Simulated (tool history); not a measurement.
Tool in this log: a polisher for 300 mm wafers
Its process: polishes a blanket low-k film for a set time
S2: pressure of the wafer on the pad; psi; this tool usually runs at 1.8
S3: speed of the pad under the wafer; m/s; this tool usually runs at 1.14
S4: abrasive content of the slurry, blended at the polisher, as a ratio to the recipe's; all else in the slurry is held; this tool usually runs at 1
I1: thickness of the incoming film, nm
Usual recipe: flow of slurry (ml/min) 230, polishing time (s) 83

run 1 hour=0 | flow_of_slurry_(ml/min)=230 S2=1.8 S3=1.14 S4=1 polishing_time_(s)=83 | I1=378.1 | film_removed_(nm)=27.9
run 2 hour=9.5 | flow_of_slurry_(ml/min)=230 S2=1.8 S3=1.14 S4=1 polishing_time_(s)=83 | I1=374.6 | film_removed_(nm)=27.7
run 3 hour=17.7 | flow_of_slurry_(ml/min)=230 S2=1.8 S3=1.14 S4=1 polishing_time_(s)=83 | I1=365.9 | film_removed_(nm)=27.4
-- hour=20.3 slurry blender recalibrated
run 4 hour=34.9 | flow_of_slurry_(ml/min)=230 S2=1.8 S3=1.14 S4=0.9 polishing_time_(s)=83 | I1=369.4 | film_removed_(nm)=25.7
-- hour=40.4 conditioning disc replaced and pad reconditioned
-- hour=47.4 worn pad replaced by a new one, repeated, since the last time left the tool worse
run 5 hour=51.4 | flow_of_slurry_(ml/min)=230 S2=1.8 S3=1.14 S4=0.9 polishing_time_(s)=83 | I1=374.1 | film_removed_(nm)=31.5
run 6 hour=59.5 | flow_of_slurry_(ml/min)=230 S2=1.8 S3=1.14 S4=0.9 polishing_time_(s)=83 | I1=369.1 | film_removed_(nm)=31.1
-- hour=63.7 slurry nozzle cleaned
run 7 hour=73 | flow_of_slurry_(ml/min)=230 S2=1.8 S3=1.14 S4=1 polishing_time_(s)=83 | I1=368 | film_removed_(nm)=32.8
run 8 hour=83.2 | flow_of_slurry_(ml/min)=230 S2=1.8 S3=1.14 S4=1 polishing_time_(s)=83 | I1=373.8 | film_removed_(nm)=32.6
run 9 hour=95.8 | flow_of_slurry_(ml/min)=190 S2=1.8 S3=1.14 S4=1 polishing_time_(s)=83 | I1=371.9 | film_removed_(nm)=32.1
run 10 hour=113.2 | flow_of_slurry_(ml/min)=260 S2=1.8 S3=0.92 S4=0.8 polishing_time_(s)=83 | I1=375.1 | film_removed_(nm)=23.7
run 11 hour=129.4 | flow_of_slurry_(ml/min)=230 S2=1.8 S3=0.96 S4=0.75 polishing_time_(s)=83 | I1=371.7 | film_removed_(nm)=22.3
-- hour=138.5 worn pad replaced by a new one
run 12 hour=145.2 | flow_of_slurry_(ml/min)=230 S2=1.8 S3=1.14 S4=1 polishing_time_(s)=83 | I1=375.4 | film_removed_(nm)=33.3
run 13 hour=155.2 | flow_of_slurry_(ml/min)=230 S2=1.8 S3=0.88 S4=1 polishing_time_(s)=83 | I1=364.6 | film_removed_(nm)=26.5
run 14 hour=162.8 | flow_of_slurry_(ml/min)=230 S2=1.8 S3=1.14 S4=1 polishing_time_(s)=83 | I1=370.9 | film_removed_(nm)=32.4
run 15 hour=179.8 | flow_of_slurry_(ml/min)=230 S2=2.1 S3=0.74 S4=1 polishing_time_(s)=60 | I1=368.9 | film_removed_(nm)=18.2
run 16 hour=194.3 | flow_of_slurry_(ml/min)=230 S2=1.8 S3=1.14 S4=1 polishing_time_(s)=83 | I1=367.6 | film_removed_(nm)=31.9
run 17 hour=205.9 | flow_of_slurry_(ml/min)=230 S2=1.8 S3=1.14 S4=1 polishing_time_(s)=83 | I1=377.6 | film_removed_(nm)=32.3
run 18 hour=221.9 | flow_of_slurry_(ml/min)=260 S2=1.8 S3=1.14 S4=1 polishing_time_(s)=83 | I1=369.6 | film_removed_(nm)=31.8
-- hour=236 worn pad replaced by a new one
run 19 hour=236.5 | flow_of_slurry_(ml/min)=230 S2=1.8 S3=1.14 S4=1 polishing_time_(s)=65 | I1=369.6 | film_removed_(nm)=25.4
run 20 hour=242.8 | flow_of_slurry_(ml/min)=230 S2=2.2 S3=1.14 S4=1 polishing_time_(s)=67 | I1=365.4 | film_removed_(nm)=30.1
-- hour=255.4 head pressure recalibrated
run 21 hour=258.7 | flow_of_slurry_(ml/min)=230 S2=1.8 S3=1.14 S4=1 polishing_time_(s)=83 | I1=371.6 | film_removed_(nm)=32.5
run 22 hour=270.9 | flow_of_slurry_(ml/min)=285 S2=1.8 S3=0.9 S4=1 polishing_time_(s)=70 | I1=365.3 | film_removed_(nm)=23.2
run 23 hour=282.5 | flow_of_slurry_(ml/min)=230 S2=1.8 S3=0.9 S4=1 polishing_time_(s)=55 | I1=368.2 | film_removed_(nm)=17.7
run 24 hour=319.8 | flow_of_slurry_(ml/min)=250 S2=2.2 S3=1.44 S4=1 polishing_time_(s)=83 | I1=364.3 | film_removed_(nm)=43.1
-- hour=325.1 worn pad replaced by a new one
run 25 hour=333.6 | flow_of_slurry_(ml/min)=230 S2=2.1 S3=0.74 S4=1 polishing_time_(s)=60 | I1=371.8 | film_removed_(nm)=18.6
run 26 hour=345.3 | flow_of_slurry_(ml/min)=230 S2=2.1 S3=1.48 S4=1 polishing_time_(s)=83 | I1=373.2 | film_removed_(nm)=44.8
run 27 hour=357.7 | flow_of_slurry_(ml/min)=255 S2=2.3 S3=0.92 S4=0.9 polishing_time_(s)=83 | I1=363.8 | film_removed_(nm)=30.2

Exercise: give the hidden state of the tool at every run:
slurry flow missing at the pad, %: 0, the same for each run
deviation of the head's pressure from its setpoint, %: 0, the same for each run
abrasive missing from the slurry, %: 0, the same for each run
time polished since the conditioner stopped cutting, s: 0, the same for each run
H1: removal rate lost through wear of the pad, %
run=1 H1=14.9
run=2 H1=15.3
run=3 H1=15.8
run=4 H1=17.2
run=5 H1=0.227
run=6 H1=0.315
run=7 H1=0.659
run=8 H1=1.08
run=9 H1=1.8
run=10 H1=3.14
run=11 H1=4.76
run=12 H1=0.173
run=13 H1=0.332
run=14 H1=0.543
run=15 H1=1.3
run=16 H1=2.25
run=17 H1=3.22
run=18 H1=4.85
run=19 H1=0.892
run=20 H1=0.924
run=21 H1=1.24
run=22 H1=1.72
run=23 H1=2.36
run=24 H1=5.64
run=25 H1=0.217
run=26 H1=0.444
run=27 H1=0.887

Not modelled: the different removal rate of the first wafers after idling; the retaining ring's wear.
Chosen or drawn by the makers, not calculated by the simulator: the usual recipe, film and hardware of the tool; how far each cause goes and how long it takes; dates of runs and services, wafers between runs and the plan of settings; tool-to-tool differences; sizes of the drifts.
